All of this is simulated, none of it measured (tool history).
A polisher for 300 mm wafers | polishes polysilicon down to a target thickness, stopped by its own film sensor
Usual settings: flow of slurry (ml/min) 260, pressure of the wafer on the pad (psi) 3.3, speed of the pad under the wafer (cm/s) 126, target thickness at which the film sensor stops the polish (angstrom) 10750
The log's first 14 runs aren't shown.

| run | hour | flow of slurry (ml/min) | pressure of the wafer on the pad (psi) | speed of the pad under the wafer (cm/s) | target thickness at which the film sensor stops the polish (angstrom) | incoming thickness of the incoming film, nm | time until the film sensor stopped the polish (s) |
|---|---|---|---|---|---|---|---|
| 15 | 169.6 | 260 | 3.3 | 126 | 10750 | 1992.9 | 79.4 |
| 16 | 183.8 | 260 | 3.3 | 126 | 10750 | 1969.8 | 78.9 |
| 17 | 189.9 | 260 | 3.3 | 126 | 10750 | 1954.5 | 77.0 |
| 18 | 198.3 | 260 | 3.3 | 126 | 10750 | 1972.5 | 79.8 |
| 19 | 216.1 | 260 | 3.3 | 126 | 10750 | 1940.5 | 77.6 |
| 20 | 225.7 | 205 | 3.3 | 160 | 10750 | 1971.8 | 63.8 |
| 21 | 233.3 | 295 | 2.4 | 126 | 12460 | 1953.0 | 78.8 |
| 22 | 250.3 | 260 | 3.3 | 126 | 10750 | 1972.2 | 81.3 |
| 23 | 260.2 | 235 | 2.9 | 126 | 10750 | 1942.0 | 86.6 |
|  | 279.1 | worn pad replaced by a new one |
| 24 | 279.6 | 260 | 3.3 | 150 | 10750 | 1959.9 | 66.9 |
| 25 | 284.2 | 235 | 3.3 | 126 | 10750 | 1962.4 | 80.8 |
| 26 | 311.4 | 260 | 3.3 | 126 | 10750 | 1947.3 | 79.0 |
| 27 | 328.1 | 260 | 2.8 | 162 | 10750 | 1944.9 | 68.5 |
| 28 | 335.4 | 260 | 4.4 | 138 | 10750 | 1978.3 | 58.0 |
| 29 | 348.8 | 220 | 3.3 | 126 | 10750 | 1972.9 | 83.9 |
|  | 391.1 | worn pad replaced by a new one |
| 30 | 397.5 | 260 | 3.3 | 92 | 10750 | 1987.4 | 110.0 |
| 31 | 407.7 | 260 | 4.5 | 126 | 10750 | 1966.4 | 63.1 |
| 32 | 418.4 | 260 | 2.1 | 154 | 10750 | 1947.1 | 93.2 |
| 33 | 425.2 | 185 | 3.3 | 126 | 11630 | 1932.4 | 74.0 |
| 34 | 442.1 | 260 | 3.3 | 126 | 10750 | 1931.9 | 77.3 |
| 35 | 457.4 | 200 | 4.3 | 126 | 10750 | 1965.5 | 68.1 |
| 36 | 469.5 | 315 | 3.3 | 108 | 10750 | 1966.8 | 92.5 |

Forecast each of these 5 alternatives for the next run:
| A | 469.9 | 260 | 3.3 | 126 | 10750 | 1941.0 | ? |
| B | 469.9 | 260 | 3.3 | 96 | 12620 | 1941.0 | ? |
| C | 469.9 | 260 | 4.0 | 126 | 12200 | 1941.0 | ? |
| D | 469.9 | 260 | 2.1 | 162 | 10750 | 1941.0 | ? |
| E | 469.9 | 260 | 3.9 | 142 | 10750 | 1941.0 | ? |

| run | time until the film sensor stopped the polish (s) |
|---|---|
| A | 76.7 |
| B | 78.9 |
| C | 54.6 |
| D | 84.2 |
| E | 59.4 |
Without the tool's hidden state the same runs would have given:
| run | time until the film sensor stopped the polish (s) |
|---|---|
| A | 73.6 |
| B | 75.7 |
| C | 52.3 |
| D | 80.8 |
| E | 57.0 |

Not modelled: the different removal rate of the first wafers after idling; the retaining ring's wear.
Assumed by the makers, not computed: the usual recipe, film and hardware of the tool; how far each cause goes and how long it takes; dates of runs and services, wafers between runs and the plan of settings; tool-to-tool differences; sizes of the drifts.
